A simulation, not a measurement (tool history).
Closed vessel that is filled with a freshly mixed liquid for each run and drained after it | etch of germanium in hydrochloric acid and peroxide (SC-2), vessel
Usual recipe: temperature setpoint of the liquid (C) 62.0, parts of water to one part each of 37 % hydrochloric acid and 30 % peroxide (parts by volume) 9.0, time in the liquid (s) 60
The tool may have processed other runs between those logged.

run,hour,temperature setpoint of the liquid (C),parts of water to one part each of 37 % hydrochloric acid and 30 % peroxide (parts by volume),time in the liquid (s),wafers since the last listed run,hours since the thermometer was replaced,hours since the chemicals flow meter was replaced,hours since the drum of peroxide was connected,hours since the gauge calibration,"read-back film thickness of the germanium reference wafer, read on the same gauge (nm)",thickness taken off the germanium on a monitor wafer (Å)
1,0.0,62.0,9.0,60,0,254.4,476.4,822.8,465.5,150.78,2117.4
# hour 1.0: chemicals flow meter replaced
2,35.9,62.0,9.0,60,4294,290.3,34.9,858.7,501.4,150.91,2124.5
3,104.2,62.0,7.5,35,8394,358.6,103.2,927.0,569.7,151.30,1272.4
4,161.4,66.5,9.0,60,7029,415.8,160.4,984.2,626.9,151.53,2431.5
5,231.5,66.5,9.0,60,8615,485.9,230.5,1054.3,697.0,151.97,2446.2
6,266.4,66.5,9.0,60,4289,520.8,265.4,1089.2,731.9,152.15,2454.7
7,329.0,62.0,9.0,60,7693,583.4,328.0,1151.8,794.5,152.59,2160.3
# hour 357.8: new drum of peroxide connected
8,379.7,62.0,9.0,60,6108,634.1,378.7,21.9,845.2,152.90,2152.6
# hour 436.3: thermometer replaced
9,442.7,66.5,9.0,60,7619,6.4,441.7,84.9,908.2,153.38,2452.7
10,469.5,55.5,9.0,60,3293,33.2,468.5,111.7,935.0,153.56,1778.5
# hour 476.8: gauge calibrated
# hour 491.5: chemicals flow meter replaced
11,512.8,67.0,6.0,60,5198,76.5,21.3,155.0,36.0,150.36,2542.1
12,570.0,65.0,5.0,90,7029,133.7,78.5,212.2,93.2,150.42,3639.0
13,612.8,62.0,9.0,35,5260,176.5,121.3,255.0,136.0,150.50,1235.9
14,662.8,56.5,7.0,60,6145,226.5,171.3,305.0,186.0,150.51,1830.3
15,702.6,56.0,11.0,30,4891,266.3,211.1,344.8,225.8,150.59,874.8
16,771.4,66.5,9.0,60,8455,335.1,279.9,413.6,294.6,150.82,2421.9

Below are 3 alternative next runs, each starting from the tool's condition after run 16. Predict each:
A,772.1,62.0,9.0,60,86,335.8,280.6,414.3,295.3,?,?
B,772.1,68.5,9.0,60,86,335.8,280.6,414.3,295.3,?,?
C,772.1,62.0,9.0,85,86,335.8,280.6,414.3,295.3,?,?

run,"read-back film thickness of the germanium reference wafer, read on the same gauge (nm)",thickness taken off the germanium on a monitor wafer (Å)
A,150.80,2137.7
B,150.80,2573.1
C,150.80,3028.3
Take away the tool's hidden state, keep each run's random variation, and the runs would have read:
run,thickness taken off the germanium on a monitor wafer (Å)
A,2126.7
B,2560.0
C,3012.8

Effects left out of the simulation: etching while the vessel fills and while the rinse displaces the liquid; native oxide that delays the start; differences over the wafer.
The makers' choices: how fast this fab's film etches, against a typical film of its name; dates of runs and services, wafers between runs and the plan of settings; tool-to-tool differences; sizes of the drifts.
